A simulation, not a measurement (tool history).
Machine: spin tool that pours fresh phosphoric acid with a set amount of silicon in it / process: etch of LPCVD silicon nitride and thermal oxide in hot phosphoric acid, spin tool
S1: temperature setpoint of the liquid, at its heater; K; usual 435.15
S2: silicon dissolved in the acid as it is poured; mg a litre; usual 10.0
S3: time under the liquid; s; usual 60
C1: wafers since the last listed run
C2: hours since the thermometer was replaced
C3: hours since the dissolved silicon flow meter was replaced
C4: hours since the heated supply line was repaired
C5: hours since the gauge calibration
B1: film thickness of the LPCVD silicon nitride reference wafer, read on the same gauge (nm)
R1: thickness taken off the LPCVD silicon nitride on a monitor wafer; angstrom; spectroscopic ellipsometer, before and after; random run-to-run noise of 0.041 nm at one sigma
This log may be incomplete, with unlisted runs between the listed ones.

run	day	S1	S2	S3	C1	C2	C3	C4	C5	B1	R1
1	0.000	435.15	10.0	60	0	1615.2	42.4	127.7	675.6	139.99	60.2
2	2.229	436.65	10.0	60	423	1668.7	95.9	181.2	729.1	140.02	62.5
3	4.738	435.15	10.0	60	476	1728.9	156.1	241.4	789.3	140.01	59.4
4	6.217	435.15	10.0	60	281	1764.4	191.6	276.9	824.8	139.98	59.6
5	9.054	435.15	10.0	60	539	1832.5	259.7	345.0	892.9	139.98	58.6
6	10.162	435.15	10.0	75	210	1859.1	286.3	371.6	919.5	139.97	73.3
7	13.133	435.15	10.0	75	564	1930.4	357.6	442.9	990.8	139.98	73.5
8	15.229	435.15	5.0	60	398	1980.7	407.9	493.2	1041.1	140.00	59.0
# day 16.529: dissolved silicon flow meter replaced
# day 16.925: gauge calibrated
9	17.721	435.15	17.5	50	465	2040.5	28.6	553.0	19.1	140.01	48.7
10	18.821	435.15	2.5	45	209	2066.9	55.0	579.4	45.5	140.01	43.6
11	21.550	432.65	10.0	90	518	2132.4	120.5	644.9	111.0	140.00	80.6
12	23.912	437.15	10.0	60	449	2189.1	177.2	701.6	167.7	140.03	61.9
# day 25.483: thermometer replaced
13	25.529	436.65	16.5	30	299	1.1	216.0	740.4	206.5	139.98	32.6
# day 27.408: heated supply line repaired
14	28.133	435.15	10.0	60	487	63.6	278.5	17.4	269.0	139.99	63.3
15	30.354	437.65	10.0	75	422	116.9	331.8	70.7	322.3	139.99	85.2
16	32.346	435.15	10.0	50	378	164.7	379.6	118.5	370.1	140.01	51.8
# day 32.538: dissolved silicon flow meter replaced
17	38.696	435.15	14.0	60	1199	317.1	147.8	270.9	522.5	139.97	61.9

3 ways to go on from here, each from the tool as it stands after run 17. What would each give?
A	38.712	436.15	10.0	60	3	317.5	148.2	271.3	522.9	?	?
B	38.712	436.15	2.5	75	3	317.5	148.2	271.3	522.9	?	?
C	38.712	435.15	10.0	35	3	317.5	148.2	271.3	522.9	?	?

run	B1	R1
A	140.05	64.4
B	140.05	80.5
C	140.05	36.3
Without the tool's hidden state the same runs would have given:
run	R1
A	65.2
B	81.5
C	36.8
